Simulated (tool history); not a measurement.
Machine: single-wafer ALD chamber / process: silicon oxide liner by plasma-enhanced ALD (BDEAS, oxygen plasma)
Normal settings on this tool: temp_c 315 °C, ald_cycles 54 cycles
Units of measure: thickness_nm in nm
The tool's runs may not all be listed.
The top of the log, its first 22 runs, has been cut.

run,hour,temp_c,ald_cycles,"read-back reference wafer on the same gauge, thickness_nm",thickness_nm
23,595.6,323,63,5.264,5.482
24,638.1,315,54,5.266,4.738
25,659.4,315,54,5.263,4.720
26,672.1,325,51,5.263,4.406
27,686.0,328,62,5.263,5.351
28,711.1,315,54,5.264,4.734
29,729.5,325,60,5.264,5.213
# hour 743.1: gauge calibrated
30,761.1,307,63,5.391,5.685
31,780.9,306,50,5.381,4.542
32,793.5,315,54,5.376,4.865
33,813.0,315,49,5.373,4.379
34,840.8,315,54,5.369,4.836
35,864.0,326,61,5.361,5.365
36,885.8,308,63,5.356,5.710
37,901.4,315,54,5.348,4.826
38,919.9,315,54,5.346,4.803
39,943.0,322,49,5.343,4.328
40,967.2,302,54,5.338,4.869
41,985.9,315,54,5.337,4.792
42,1010.8,303,54,5.331,4.880
43,1036.8,305,54,5.326,4.856

Here are 5 independent what-if runs from the current tool condition. What would each one return?
A,1037.3,315,54,?,?
B,1037.3,315,59,?,?
C,1037.3,324,61,?,?
D,1037.3,303,47,?,?
E,1037.3,306,54,?,?

run,"read-back reference wafer on the same gauge, thickness_nm",thickness_nm
A,5.325,4.781
B,5.325,5.224
C,5.325,5.340
D,5.325,4.224
E,5.325,4.835
Had the tool no hidden state, the same runs would have come out as:
run,thickness_nm
A,4.837
B,5.285
C,5.402
D,4.274
E,4.892
